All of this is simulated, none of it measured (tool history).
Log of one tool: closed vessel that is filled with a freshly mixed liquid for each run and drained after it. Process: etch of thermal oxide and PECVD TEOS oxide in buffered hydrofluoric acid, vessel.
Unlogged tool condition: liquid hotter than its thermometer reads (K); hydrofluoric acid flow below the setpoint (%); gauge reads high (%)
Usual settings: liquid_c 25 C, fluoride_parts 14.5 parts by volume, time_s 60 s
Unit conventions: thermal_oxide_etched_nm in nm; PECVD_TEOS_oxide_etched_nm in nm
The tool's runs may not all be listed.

run,hour,liquid_c,fluoride_parts,time_s,wafers since the last listed run,hours since the thermometer was replaced,hours since the hydrofluoric acid flow meter was replaced,hours since the gauge calibration,"read-back film thickness of the thermal oxide reference wafer, read on the same gauge (nm)","read-back film thickness of the PECVD TEOS oxide reference wafer, read on the same gauge (nm)",thermal_oxide_etched_nm,PECVD_TEOS_oxide_etched_nm
1,0,25,10,60,0,479.6,200.4,461.1,59.99,40,80.36,123.07
2,56.4,22,17,45,5949,536,256.8,517.5,60.03,40,30.57,46.76
3,133.3,25,14.5,45,8111,612.9,333.7,594.4,59.99,40.01,41.89,64.71
4,214.6,25,14.5,60,8576,694.2,415,675.7,60,39.99,56.08,86.42
5,257.1,25,10,60,4483,736.7,457.5,718.2,60.01,40,81.27,123
# hour 298.1: thermometer replaced, repeated, since the last time left the tool worse
6,307.6,22.5,16,30,5221,9.5,508,768.7,60.01,40.01,19.77,30.45
7,415.2,25,14.5,60,11350,117.1,615.6,876.3,59.97,40.02,50.22,77.37
8,467.6,25,14.5,45,5527,169.5,668,928.7,59.97,40,38.06,58.66
9,504.3,20,14.5,60,3871,206.2,704.7,965.4,59.99,40.02,38.61,58.89
10,543.6,25,14.5,60,4145,245.5,744,1004.7,59.99,39.99,51.29,77.89
11,596.2,21,10,40,5548,298.1,796.6,1057.3,59.99,40,39.37,59.7
12,811.5,21,20.5,70,22711,513.4,1011.9,1272.6,60.02,39.98,34.85,52.82
13,919,25,14.5,60,11339,620.9,1119.4,1380.1,60.01,39.98,51.53,78.46
14,1001.1,22.5,19.5,90,8660,703,1201.5,1462.2,60.03,40,50.79,77.96
# hour 1018.1: hydrofluoric acid flow meter replaced
15,1060.6,23.5,20,35,6170,762.5,42.5,1521.7,59.98,40.01,20.26,31.2
16,1110.8,21,17.5,30,5295,812.7,92.7,1571.9,60.01,40.03,17.58,26.42
17,1279.9,25,14.5,60,17837,981.8,261.8,1741,60.02,40.01,52.97,81.06
18,1338,25,20,60,6128,1039.9,319.9,1799.1,59.99,40,38.27,58.72
19,1414.6,25,10,60,8080,1116.5,396.5,1875.7,59.99,39.99,75.94,115.97
20,1480.8,25,17,60,6983,1182.7,462.7,1941.9,59.99,40.01,45.04,68.85
21,1554.9,25,14.5,60,7816,1256.8,536.8,2016,59.99,39.96,52.67,80.51
22,1634.7,22.5,9.5,60,8417,1336.6,616.6,2095.8,59.99,39.97,68.97,106.39
23,1722.5,30,9.5,90,9261,1424.4,704.4,2183.6,60.02,39.99,154.11,239.48
# hour 1749.3: thermometer replaced
24,1806.4,25,14.5,60,8744,57.1,788.3,2267.5,60.02,39.99,50.87,77.54
25,1860.5,25,14.5,90,5706,111.2,842.4,2321.6,59.99,40.01,75.75,116.04

How would selected steps in thermal_oxide_etched_nm from run to run divide? Give the signed amount a tool lacking its hidden state would still show from settings, what came in and random variation, and the signed amount left for the hidden state, including any gauge scatter that is not in both of the compared results.
Run 5 -> 6: liquid_c 25 -> 22.5, fluoride_parts 10 -> 16, time_s 60 -> 30, thermometer replaced, repeated, since the last time left the tool worse. thermal_oxide_etched_nm -61.5 nm: hidden state -8.57, all else -52.93.
Run 22 -> 23: liquid_c 22.5 -> 30, time_s 60 -> 90. thermal_oxide_etched_nm +85.14 nm: hidden state +4.77, all else +80.37.
Run 23 -> 24: liquid_c 30 -> 25, fluoride_parts 9.5 -> 14.5, time_s 90 -> 60, thermometer replaced. thermal_oxide_etched_nm -103.24 nm: hidden state -8.31, all else -94.93.

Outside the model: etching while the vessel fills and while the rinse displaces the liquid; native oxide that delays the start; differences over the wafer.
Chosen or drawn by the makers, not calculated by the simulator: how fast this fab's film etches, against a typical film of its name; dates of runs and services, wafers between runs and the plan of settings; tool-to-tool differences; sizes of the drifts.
